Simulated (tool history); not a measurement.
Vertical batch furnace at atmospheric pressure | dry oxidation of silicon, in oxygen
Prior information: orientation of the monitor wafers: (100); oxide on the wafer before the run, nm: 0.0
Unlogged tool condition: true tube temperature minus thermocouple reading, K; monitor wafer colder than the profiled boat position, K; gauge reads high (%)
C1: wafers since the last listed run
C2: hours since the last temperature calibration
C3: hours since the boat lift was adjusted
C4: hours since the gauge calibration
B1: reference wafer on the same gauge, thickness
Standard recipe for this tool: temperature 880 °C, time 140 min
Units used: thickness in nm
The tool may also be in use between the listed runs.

run 1 hour=0 | temperature=880 time=140 | C1=0 C2=746.8 C3=380.5 C4=2137.8 | B1=25.69 | thickness=26
run 2 hour=51.1 | temperature=880 time=98.5 | C1=451 C2=797.9 C3=431.6 C4=2188.9 | B1=25.75 | thickness=20.89
run 3 hour=120.1 | temperature=880 time=98.5 | C1=610 C2=866.9 C3=500.6 C4=2257.9 | B1=25.72 | thickness=20.81
run 4 hour=208 | temperature=861 time=169.5 | C1=777 C2=954.8 C3=588.5 C4=2345.8 | B1=25.73 | thickness=24.26
run 5 hour=265.9 | temperature=861 time=169.5 | C1=512 C2=1012.7 C3=646.4 C4=2403.7 | B1=25.7 | thickness=24.27
run 6 hour=355.9 | temperature=861 time=169.5 | C1=795 C2=1102.7 C3=736.4 C4=2493.7 | B1=25.67 | thickness=24.07
run 7 hour=398 | temperature=880 time=140 | C1=372 C2=1144.8 C3=778.5 C4=2535.8 | B1=25.71 | thickness=26.34
run 8 hour=461.1 | temperature=880 time=140 | C1=558 C2=1207.9 C3=841.6 C4=2598.9 | B1=25.74 | thickness=26.3
run 9 hour=517.9 | temperature=880 time=140 | C1=502 C2=1264.7 C3=898.4 C4=2655.7 | B1=25.7 | thickness=26.14
run 10 hour=574.5 | temperature=880 time=140 | C1=500 C2=1321.3 C3=955 C4=2712.3 | B1=25.66 | thickness=26.36
run 11 hour=650.1 | temperature=880 time=140 | C1=668 C2=1396.9 C3=1030.6 C4=2787.9 | B1=25.65 | thickness=26.07
run 12 hour=721.6 | temperature=889 time=140 | C1=632 C2=1468.4 C3=1102.1 C4=2859.4 | B1=25.67 | thickness=28.96
run 13 hour=758.3 | temperature=889 time=140 | C1=324 C2=1505.1 C3=1138.8 C4=2896.1 | B1=25.71 | thickness=28.78
run 14 hour=866.1 | temperature=889 time=140 | C1=953 C2=1612.9 C3=1246.6 C4=3003.9 | B1=25.69 | thickness=29.09
run 15 hour=966.3 | temperature=880 time=140 | C1=886 C2=1713.1 C3=1346.8 C4=3104.1 | B1=25.68 | thickness=26.31
run 16 hour=1048.2 | temperature=880 time=140 | C1=724 C2=1795 C3=1428.7 C4=3186 | B1=25.69 | thickness=26.26
run 17 hour=1088.2 | temperature=880 time=140 | C1=353 C2=1835 C3=1468.7 C4=3226 | B1=25.71 | thickness=26.21
run 18 hour=1128.7 | temperature=880 time=140 | C1=358 C2=1875.5 C3=1509.2 C4=3266.5 | B1=25.69 | thickness=26.15
run 19 hour=1230.7 | temperature=880 time=159 | C1=902 C2=1977.5 C3=1611.2 C4=3368.5 | B1=25.69 | thickness=28.65
run 20 hour=1314.5 | temperature=880 time=140 | C1=741 C2=2061.3 C3=1695 C4=3452.3 | B1=25.71 | thickness=26.13
run 21 hour=1397 | temperature=858 time=193 | C1=729 C2=2143.8 C3=1777.5 C4=3534.8 | B1=25.73 | thickness=25.71
-- hour=1415.5 gauge calibrated
-- hour=1447.1 thermocouples replaced and temperature profile calibrated
-- hour=1497.3 boat lift adjusted
run 22 hour=1497.8 | temperature=880 time=140 | C1=466 C2=50.7 C3=0.5 C4=82.3 | B1=25.68 | thickness=26.26
run 23 hour=1555.1 | temperature=891 time=166.5 | C1=506 C2=108 C3=57.8 C4=139.6 | B1=25.69 | thickness=33.09
run 24 hour=1624.4 | temperature=864 time=161 | C1=612 C2=177.3 C3=127.1 C4=208.9 | B1=25.66 | thickness=24.32
run 25 hour=1694.4 | temperature=870 time=162 | C1=619 C2=247.3 C3=197.1 C4=278.9 | B1=25.74 | thickness=26.01
run 26 hour=1779.5 | temperature=880 time=98.5 | C1=752 C2=332.4 C3=282.2 C4=364 | B1=25.69 | thickness=20.71
run 27 hour=1847 | temperature=896 time=106 | C1=596 C2=399.9 C3=349.7 C4=431.5 | B1=25.71 | thickness=26.01
run 28 hour=1923.2 | temperature=861 time=74.5 | C1=673 C2=476.1 C3=425.9 C4=507.7 | B1=25.71 | thickness=14.04
run 29 hour=1994.5 | temperature=880 time=140 | C1=630 C2=547.4 C3=497.2 C4=579 | B1=25.73 | thickness=26.27
run 30 hour=2091.2 | temperature=855 time=140 | C1=855 C2=644.1 C3=593.9 C4=675.7 | B1=25.69 | thickness=20.02
run 31 hour=2136.1 | temperature=880 time=140 | C1=397 C2=689 C3=638.8 C4=720.6 | B1=25.71 | thickness=26.5
run 32 hour=2193.1 | temperature=897 time=187.5 | C1=504 C2=746 C3=695.8 C4=777.6 | B1=25.68 | thickness=38.59
run 33 hour=2258.7 | temperature=888 time=208 | C1=580 C2=811.6 C3=761.4 C4=843.2 | B1=25.66 | thickness=37.16
run 34 hour=2327.5 | temperature=858 time=107.5 | C1=608 C2=880.4 C3=830.2 C4=912 | B1=25.69 | thickness=17.19
run 35 hour=2378.9 | temperature=857 time=118.5 | C1=454 C2=931.8 C3=881.6 C4=963.4 | B1=25.72 | thickness=18.38
run 36 hour=2460.1 | temperature=865 time=140 | C1=718 C2=1013 C3=962.8 C4=1044.6 | B1=25.69 | thickness=22.26
run 37 hour=2555.2 | temperature=900 time=195 | C1=840 C2=1108.1 C3=1057.9 C4=1139.7 | B1=25.69 | thickness=41
run 38 hour=2634 | temperature=880 time=140 | C1=696 C2=1186.9 C3=1136.7 C4=1218.5 | B1=25.73 | thickness=26.19
run 39 hour=2734.3 | temperature=873 time=176.5 | C1=886 C2=1287.2 C3=1237 C4=1318.8 | B1=25.7 | thickness=28.28

Predict each of these 4 candidate next runs independently; none follows another, all start after run 39:
run A hour=2741 | temperature=898 time=140 | C1=59 C2=1293.9 C3=1243.7 C4=1325.5 | B1=? | thickness=?
run B hour=2741 | temperature=863 time=188.5 | C1=59 C2=1293.9 C3=1243.7 C4=1325.5 | B1=? | thickness=?
run C hour=2741 | temperature=886 time=71.5 | C1=59 C2=1293.9 C3=1243.7 C4=1325.5 | B1=? | thickness=?
run D hour=2741 | temperature=896 time=209 | C1=59 C2=1293.9 C3=1243.7 C4=1325.5 | B1=? | thickness=?

run=A B1=25.72 thickness=31.62
run=B B1=25.72 thickness=26.51
run=C B1=25.72 thickness=17.87
run=D B1=25.72 thickness=40.85
Stripped of hidden state, with their random variation kept, the same runs would have yielded:
run=A thickness=31.62
run=B thickness=26.51
run=C thickness=17.87
run=D thickness=40.85
